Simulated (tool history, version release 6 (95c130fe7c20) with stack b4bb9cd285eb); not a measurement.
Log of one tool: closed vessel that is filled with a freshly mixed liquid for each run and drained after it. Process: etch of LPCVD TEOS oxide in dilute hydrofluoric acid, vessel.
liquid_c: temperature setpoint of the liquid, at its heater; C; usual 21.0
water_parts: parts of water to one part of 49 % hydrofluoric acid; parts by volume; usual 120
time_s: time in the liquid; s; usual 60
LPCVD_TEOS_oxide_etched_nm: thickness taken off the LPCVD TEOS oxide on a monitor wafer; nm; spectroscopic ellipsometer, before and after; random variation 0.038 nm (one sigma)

| run | hour | liquid_c | water_parts | time_s | read-back film thickness of the LPCVD TEOS oxide reference wafer, read on the same gauge (nm) | LPCVD_TEOS_oxide_etched_nm |
|---|---|---|---|---|---|---|
| 1 | 0.0 | 21.0 | 120 | 60 | 40.02 | 10.03 |
| 2 | 69.6 | 21.0 | 120 | 60 | 39.99 | 9.98 |
| 3 | 141.1 | 17.5 | 120 | 60 | 40.00 | 8.65 |
| 4 | 190.8 | 17.5 | 120 | 60 | 40.00 | 8.69 |
| 5 | 236.2 | 17.5 | 120 | 60 | 39.97 | 8.64 |
| 6 | 261.6 | 21.0 | 120 | 60 | 40.00 | 10.00 |
| 7 | 309.4 | 21.0 | 120 | 60 | 39.99 | 9.96 |
| 8 | 342.0 | 21.0 | 85 | 70 | 40.00 | 17.02 |
| 9 | 389.9 | 21.0 | 85 | 70 | 39.99 | 17.01 |
| 10 | 431.3 | 21.0 | 85 | 70 | 40.01 | 17.09 |
| 11 | 477.3 | 24.5 | 120 | 60 | 39.96 | 11.43 |
|  | 532.3 | hydrofluoric acid flow meter replaced |
| 12 | 543.5 | 21.0 | 120 | 60 | 39.99 | 9.86 |
| 13 | 603.0 | 21.0 | 120 | 60 | 39.99 | 9.90 |
| 14 | 631.3 | 21.0 | 120 | 60 | 40.01 | 9.89 |
| 15 | 679.4 | 21.0 | 120 | 60 | 39.99 | 9.88 |
| 16 | 713.1 | 21.0 | 120 | 60 | 39.99 | 9.82 |
|  | 746.0 | gauge calibrated |
| 17 | 758.5 | 17.5 | 120 | 60 | 40.03 | 8.54 |
| 18 | 792.1 | 23.5 | 150 | 40 | 40.00 | 5.61 |
| 19 | 830.6 | 23.5 | 120 | 60 | 39.97 | 10.86 |
| 20 | 888.8 | 21.0 | 140 | 60 | 40.01 | 8.20 |
| 21 | 933.6 | 25.5 | 120 | 60 | 40.01 | 11.72 |
| 22 | 1005.4 | 19.0 | 100 | 70 | 40.01 | 12.83 |
| 23 | 1035.9 | 21.0 | 120 | 60 | 39.97 | 9.76 |
| 24 | 1107.8 | 25.0 | 155 | 90 | 40.01 | 12.77 |
| 25 | 1174.9 | 22.5 | 140 | 40 | 39.99 | 5.80 |
|  | 1190.3 | thermometer replaced |
| 26 | 1204.6 | 22.5 | 170 | 70 | 39.99 | 8.47 |
| 27 | 1234.4 | 23.0 | 160 | 35 | 39.99 | 4.63 |
| 28 | 1290.5 | 17.0 | 155 | 60 | 39.99 | 6.47 |
| 29 | 1350.4 | 21.0 | 145 | 60 | 40.00 | 8.22 |
| 30 | 1391.5 | 25.5 | 120 | 60 | 39.98 | 12.26 |
| 31 | 1461.7 | 17.0 | 150 | 75 | 40.01 | 8.35 |
|  | 1463.5 | hydrofluoric acid flow meter replaced |
| 32 | 1504.3 | 21.0 | 120 | 40 | 39.99 | 6.80 |
| 33 | 1558.3 | 17.0 | 170 | 60 | 40.03 | 5.75 |
| 34 | 1622.7 | 21.0 | 120 | 60 | 40.03 | 10.17 |

3 ways to go on from here, each from the tool as it stands after run 34. What would each give?
| A | 1623.4 | 21.0 | 95 | 60 | ? | ? |
| B | 1623.4 | 23.0 | 170 | 85 | ? | ? |
| C | 1623.4 | 22.5 | 120 | 60 | ? | ? |

| run | read-back film thickness of the LPCVD TEOS oxide reference wafer, read on the same gauge (nm) | LPCVD_TEOS_oxide_etched_nm |
|---|---|---|
| A | 40.01 | 13.11 |
| B | 40.01 | 10.34 |
| C | 40.01 | 10.72 |
Without the tool's hidden state the same runs would have given:
| run | LPCVD_TEOS_oxide_etched_nm |
|---|---|
| A | 13.31 |
| B | 10.48 |
| C | 10.87 |
